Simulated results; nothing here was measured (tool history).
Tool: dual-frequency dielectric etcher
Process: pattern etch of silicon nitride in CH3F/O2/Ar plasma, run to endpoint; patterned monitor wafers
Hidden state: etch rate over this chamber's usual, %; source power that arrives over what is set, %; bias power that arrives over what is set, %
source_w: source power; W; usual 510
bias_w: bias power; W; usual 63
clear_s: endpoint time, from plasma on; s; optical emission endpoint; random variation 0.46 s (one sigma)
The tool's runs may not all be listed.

run	hour	source_w	bias_w	wafers since the last listed run	hours since the last wet clean	hours since the last source power generator calibration	hours since the last bias power generator calibration	hours since the last upper electrode change	incoming incoming film thickness, nm	clear_s
1	0.0	560	63	0	195.3	2179.8	3810.7	1093.5	38.61	50.7
2	58.3	560	63	421	253.6	2238.1	3869.0	1151.8	39.14	51.6
3	161.6	510	54	747	356.9	2341.4	3972.3	1255.1	38.61	56.0
4	254.5	510	54	671	449.8	2434.3	4065.2	1348.0	38.60	57.5
# hour 342.6: wet clean of the chamber
5	343.1	510	54	467	0.5	2522.9	4153.8	1436.6	38.16	53.8
6	419.5	600	63	552	76.9	2599.3	4230.2	1513.0	38.73	48.3
7	480.4	600	63	440	137.8	2660.2	4291.1	1573.9	37.97	48.0
# hour 494.2: bias power generator calibrated
8	563.6	510	70	572	221.0	2743.4	69.4	1657.1	38.81	51.2
9	633.4	510	63	504	290.8	2813.2	139.2	1726.9	38.44	52.9

The next listed run, before its measurement:
# hour 684.7: source power generator calibrated
10	695.0	560	76	416	352.4	10.3	200.8	1788.5	38.29	?

{"run 10": {"clear_s": 47.1}}
Without the tool's hidden state the same run would have given clear_s 45.9 s.
